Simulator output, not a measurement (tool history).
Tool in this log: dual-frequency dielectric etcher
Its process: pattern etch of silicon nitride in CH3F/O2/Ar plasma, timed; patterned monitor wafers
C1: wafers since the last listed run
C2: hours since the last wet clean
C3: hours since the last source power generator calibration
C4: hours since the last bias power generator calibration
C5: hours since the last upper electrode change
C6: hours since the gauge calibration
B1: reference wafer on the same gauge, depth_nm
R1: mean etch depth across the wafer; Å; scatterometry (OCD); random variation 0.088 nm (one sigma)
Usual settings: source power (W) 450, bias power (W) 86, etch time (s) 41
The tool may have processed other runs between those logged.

{"run": 1, "hour": 0.0, "source power (W)": 450, "bias power (W)": 76, "etch time (s)": 50, "C1": 0, "C2": 436.3, "C3": 1968.9, "C4": 3825.3, "C5": 5315.3, "C6": 127.8, "B1": 28.79, "R1": 373}
{"run": 2, "hour": 16.0, "source power (W)": 450, "bias power (W)": 76, "etch time (s)": 50, "C1": 248, "C2": 452.3, "C3": 1984.9, "C4": 3841.3, "C5": 5331.3, "C6": 143.8, "B1": 28.83, "R1": 373.1}
{"run": 3, "hour": 42.0, "source power (W)": 510, "bias power (W)": 86, "etch time (s)": 41, "C1": 403, "C2": 478.3, "C3": 2010.9, "C4": 3867.3, "C5": 5357.3, "C6": 169.8, "B1": 28.83, "R1": 337.9}
{"run": 4, "hour": 73.0, "source power (W)": 510, "bias power (W)": 86, "etch time (s)": 41, "C1": 480, "C2": 509.3, "C3": 2041.9, "C4": 3898.3, "C5": 5388.3, "C6": 200.8, "B1": 28.83, "R1": 337.7}
{"run": 5, "hour": 103.4, "source power (W)": 510, "bias power (W)": 86, "etch time (s)": 41, "C1": 471, "C2": 539.7, "C3": 2072.3, "C4": 3928.7, "C5": 5418.7, "C6": 231.2, "B1": 28.81, "R1": 336.9}
{"run": 6, "hour": 119.3, "source power (W)": 390, "bias power (W)": 86, "etch time (s)": 37.5, "C1": 246, "C2": 555.6, "C3": 2088.2, "C4": 3944.6, "C5": 5434.6, "C6": 247.1, "B1": 28.81, "R1": 271.4}
{"hour": 151.1, "done": "wet clean of the chamber"}
{"run": 7, "hour": 152.0, "source power (W)": 390, "bias power (W)": 86, "etch time (s)": 37.5, "C1": 134, "C2": 0.9, "C3": 2120.9, "C4": 3977.3, "C5": 5467.3, "C6": 279.8, "B1": 28.82, "R1": 263}
{"hour": 161.8, "done": "bias power generator calibrated"}
{"hour": 185.3, "done": "source power generator calibrated"}
{"hour": 198.1, "done": "wet clean of the chamber, repeated, since the last time left the tool worse"}
{"hour": 202.3, "done": "upper electrode replaced"}
{"run": 8, "hour": 202.8, "source power (W)": 450, "bias power (W)": 64, "etch time (s)": 47.5, "C1": 399, "C2": 4.7, "C3": 17.5, "C4": 41, "C5": 0.5, "C6": 330.6, "B1": 28.81, "R1": 345.6}
{"run": 9, "hour": 217.9, "source power (W)": 450, "bias power (W)": 86, "etch time (s)": 41, "C1": 234, "C2": 19.8, "C3": 32.6, "C4": 56.1, "C5": 15.6, "C6": 345.7, "B1": 28.82, "R1": 328.6}
{"hour": 225.0, "done": "gauge calibrated"}
{"run": 10, "hour": 250.4, "source power (W)": 450, "bias power (W)": 71, "etch time (s)": 48.5, "C1": 503, "C2": 52.3, "C3": 65.1, "C4": 88.6, "C5": 48.1, "C6": 25.4, "B1": 28.78, "R1": 364.7}
{"run": 11, "hour": 288.0, "source power (W)": 510, "bias power (W)": 93, "etch time (s)": 41, "C1": 582, "C2": 89.9, "C3": 102.7, "C4": 126.2, "C5": 85.7, "C6": 63, "B1": 28.81, "R1": 356.5}
{"run": 12, "hour": 307.9, "source power (W)": 380, "bias power (W)": 86, "etch time (s)": 41, "C1": 308, "C2": 109.8, "C3": 122.6, "C4": 146.1, "C5": 105.6, "C6": 82.9, "B1": 28.8, "R1": 299.9}
{"run": 13, "hour": 326.1, "source power (W)": 400, "bias power (W)": 103, "etch time (s)": 41, "C1": 282, "C2": 128, "C3": 140.8, "C4": 164.3, "C5": 123.8, "C6": 101.1, "B1": 28.78, "R1": 326.6}
{"run": 14, "hour": 340.8, "source power (W)": 450, "bias power (W)": 66, "etch time (s)": 47.5, "C1": 227, "C2": 142.7, "C3": 155.5, "C4": 179, "C5": 138.5, "C6": 115.8, "B1": 28.84, "R1": 346.4}
{"run": 15, "hour": 361.7, "source power (W)": 360, "bias power (W)": 86, "etch time (s)": 41, "C1": 324, "C2": 163.6, "C3": 176.4, "C4": 199.9, "C5": 159.4, "C6": 136.7, "B1": 28.8, "R1": 291.5}

Entry by entry between the runs, the difference in hidden state between the last listed run before and the first listed run after:
Logged between run 6 and run 7: wet clean of the chamber (hour 151.1)
  etch rate over this chamber's usual, %: -3.51 -> -6.6
  measured value less the no-hidden-state value, R1: -9.9 -> -18.6 Å
Logged between run 7 and run 8: bias power generator calibrated (hour 161.8); source power generator calibrated (hour 185.3); wet clean of the chamber, repeated, since the last time left the tool worse (hour 198.1); upper electrode replaced (hour 202.3)
  etch rate over this chamber's usual, %: -6.6 -> -0.281
  measured value less the no-hidden-state value, R1: -18.6 -> -1 Å
Logged between run 9 and run 10: gauge calibrated (hour 225)
  etch rate over this chamber's usual, %: -0.377 -> -0.585
  measured value less the no-hidden-state value, R1: -1.3 -> -2.2 Å
